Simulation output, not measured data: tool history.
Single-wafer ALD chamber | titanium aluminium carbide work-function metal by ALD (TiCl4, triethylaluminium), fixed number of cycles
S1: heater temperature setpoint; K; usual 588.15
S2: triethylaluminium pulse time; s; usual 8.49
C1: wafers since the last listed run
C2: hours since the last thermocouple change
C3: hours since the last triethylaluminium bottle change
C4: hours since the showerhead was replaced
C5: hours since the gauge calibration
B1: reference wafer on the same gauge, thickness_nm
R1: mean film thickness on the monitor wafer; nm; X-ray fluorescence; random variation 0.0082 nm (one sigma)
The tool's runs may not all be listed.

Run 1, hour 0: usual settings; C1 0; C2 1168.1; C3 729.6; C4 5297; C5 1428.3; B1 2.537. Result: R1 2.206 nm.
Run 2, hour 83.6: usual settings; C1 708; C2 1251.7; C3 813.2; C4 5380.6; C5 1511.9; B1 2.54. Result: R1 2.203 nm.
Run 3, hour 168.4: usual settings but S1 595.15 K; C1 718; C2 1336.5; C3 898; C4 5465.4; C5 1596.7; B1 2.54. Result: R1 2.281 nm.
Run 4, hour 209.9: usual settings but S1 595.15 K; C1 351; C2 1378; C3 939.5; C4 5506.9; C5 1638.2; B1 2.539. Result: R1 2.266 nm.
At hour 236.1: thermocouple changed; heater temperature recalibrated.
At hour 284.3: triethylaluminium bottle replaced.
Run 5, hour 300.7: usual settings but S1 595.15 K; C1 633; C2 64.6; C3 16.4; C4 5597.7; C5 1729; B1 2.539. Result: R1 2.278 nm.
Run 6, hour 406.4: usual settings but S1 583.15 K; C1 895; C2 170.3; C3 122.1; C4 5703.4; C5 1834.7; B1 2.541. Result: R1 2.188 nm.
At hour 478.6: gauge calibrated.
Run 7, hour 502: usual settings but S2 10.11 s; C1 809; C2 265.9; C3 217.7; C4 5799; C5 23.4; B1 2.538. Result: R1 2.306 nm.
Run 8, hour 598.4: usual settings but S2 10.11 s; C1 816; C2 362.3; C3 314.1; C4 5895.4; C5 119.8; B1 2.535. Result: R1 2.311 nm.
At hour 662: thermocouple changed; heater temperature recalibrated, repeated, since the last time left the tool worse.
Run 9, hour 699.2: usual settings but S2 10.11 s; C1 786; C2 37.2; C3 414.9; C4 5996.2; C5 220.6; B1 2.542. Result: R1 2.232 nm.
Run 10, hour 772.9: usual settings; C1 624; C2 110.9; C3 488.6; C4 6069.9; C5 294.3; B1 2.538. Result: R1 2.188 nm.
Run 11, hour 880.9: usual settings but S1 597.15 K, S2 10.12 s; C1 914; C2 218.9; C3 596.6; C4 6177.9; C5 402.3; B1 2.539. Result: R1 2.328 nm.
At hour 915.7: showerhead replaced.
Run 12, hour 961: usual settings but S1 577.15 K, S2 10.83 s; C1 610; C2 299; C3 676.7; C4 45.3; C5 482.4; B1 2.543. Result: R1 2.173 nm.
Run 13, hour 1004.4: usual settings but S1 597.15 K, S2 10.12 s; C1 367; C2 342.4; C3 720.1; C4 88.7; C5 525.8; B1 2.54. Result: R1 2.33 nm.
Run 14, hour 1060.8: usual settings but S1 573.15 K, S2 6.62 s; C1 477; C2 398.8; C3 776.5; C4 145.1; C5 582.2; B1 2.537. Result: R1 1.922 nm.
Run 15, hour 1107.5: usual settings; C1 395; C2 445.5; C3 823.2; C4 191.8; C5 628.9; B1 2.544. Result: R1 2.201 nm.
Run 16, hour 1145.8: usual settings but S1 592.15 K, S2 9.86 s; C1 324; C2 483.8; C3 861.5; C4 230.1; C5 667.2; B1 2.541. Result: R1 2.298 nm.
Run 17, hour 1190.3: usual settings but S1 597.15 K, S2 10.12 s; C1 376; C2 528.3; C3 906; C4 274.6; C5 711.7; B1 2.541. Result: R1 2.336 nm.
Run 18, hour 1295.5: usual settings; C1 891; C2 633.5; C3 1011.2; C4 379.8; C5 816.9; B1 2.54. Result: R1 2.194 nm.
At hour 1327.6: triethylaluminium bottle replaced.
Run 19, hour 1385.1: usual settings but S1 577.15 K, S2 10.83 s; C1 691; C2 723.1; C3 57.5; C4 469.4; C5 906.5; B1 2.54. Result: R1 2.199 nm.
Run 20, hour 1436.6: usual settings but S1 600.15 K, S2 10.63 s; C1 436; C2 774.6; C3 109; C4 520.9; C5 958; B1 2.535. Result: R1 2.388 nm.
Run 21, hour 1523.2: usual settings but S1 583.15 K, S2 7.42 s; C1 733; C2 861.2; C3 195.6; C4 607.5; C5 1044.6; B1 2.539. Result: R1 2.079 nm.
Run 22, hour 1629.6: usual settings; C1 901; C2 967.6; C3 302; C4 713.9; C5 1151; B1 2.539. Result: R1 2.21 nm.
Run 23, hour 1700.4: usual settings but S1 573.15 K, S2 7.56 s; C1 599; C2 1038.4; C3 372.8; C4 784.7; C5 1221.8; B1 2.54. Result: R1 2.026 nm.
Run 24, hour 1743.7: usual settings; C1 366; C2 1081.7; C3 416.1; C4 828; C5 1265.1; B1 2.543. Result: R1 2.21 nm.
Run 25, hour 1815.2: usual settings but S1 593.15 K; C1 605; C2 1153.2; C3 487.6; C4 899.5; C5 1336.6; B1 2.537. Result: R1 2.252 nm.
Run 26, hour 1921.8: usual settings; C1 902; C2 1259.8; C3 594.2; C4 1006.1; C5 1443.2; B1 2.539. Result: R1 2.207 nm.
Run 27, hour 2014.6: usual settings but S2 11.33 s; C1 786; C2 1352.6; C3 687; C4 1098.9; C5 1536; B1 2.538. Result: R1 2.29 nm.
Run 28, hour 2120.5: usual settings but S1 601.15 K, S2 10.43 s; C1 896; C2 1458.5; C3 792.9; C4 1204.8; C5 1641.9; B1 2.543. Result: R1 2.392 nm.
At hour 2211.6: thermocouple changed; heater temperature recalibrated.
Run 29, hour 2228: usual settings but S1 574.15 K, S2 10.45 s; C1 842; C2 16.4; C3 900.4; C4 1312.3; C5 1749.4; B1 2.54. Result: R1 2.148 nm.
Run 30, hour 2298.3: usual settings but S2 6.24 s; C1 595; C2 86.7; C3 970.7; C4 1382.6; C5 1819.7; B1 2.539. Result: R1 1.964 nm.
Run 31, hour 2343.2: usual settings but S1 602.15 K; C1 380; C2 131.6; C3 1015.6; C4 1427.5; C5 1864.6; B1 2.541. Result: R1 2.289 nm.
At hour 2415.8: triethylaluminium bottle replaced.
Run 32, hour 2428.5: usual settings but S1 600.15 K, S2 6.55 s; C1 654; C2 216.9; C3 12.7; C4 1512.8; C5 1949.9; B1 2.54. Result: R1 2.105 nm.
Run 33, hour 2496.3: usual settings; C1 574; C2 284.7; C3 80.5; C4 1580.6; C5 2017.7; B1 2.54. Result: R1 2.196 nm.

Forecast each of these 3 alternatives for the next run:
Run A, hour 2496.7: usual settings but S2 6.87 s; C1 3; C2 285.1; C3 80.9; C4 1581; C5 2018.1; B1 ?. Result: R1 ?.
Run B, hour 2496.7: usual settings but S1 581.15 K, S2 7.61 s; C1 3; C2 285.1; C3 80.9; C4 1581; C5 2018.1; B1 ?. Result: R1 ?.
Run C, hour 2496.7: usual settings but S1 573.15 K, S2 9.64 s; C1 3; C2 285.1; C3 80.9; C4 1581; C5 2018.1; B1 ?. Result: R1 ?.

run     B1     R1
  A  2.538  2.056
  B  2.538  2.077
  C  2.538  2.123
Without the tool's hidden state the same runs would have given:
run     R1
  A  2.047
  B  2.069
  C  2.114

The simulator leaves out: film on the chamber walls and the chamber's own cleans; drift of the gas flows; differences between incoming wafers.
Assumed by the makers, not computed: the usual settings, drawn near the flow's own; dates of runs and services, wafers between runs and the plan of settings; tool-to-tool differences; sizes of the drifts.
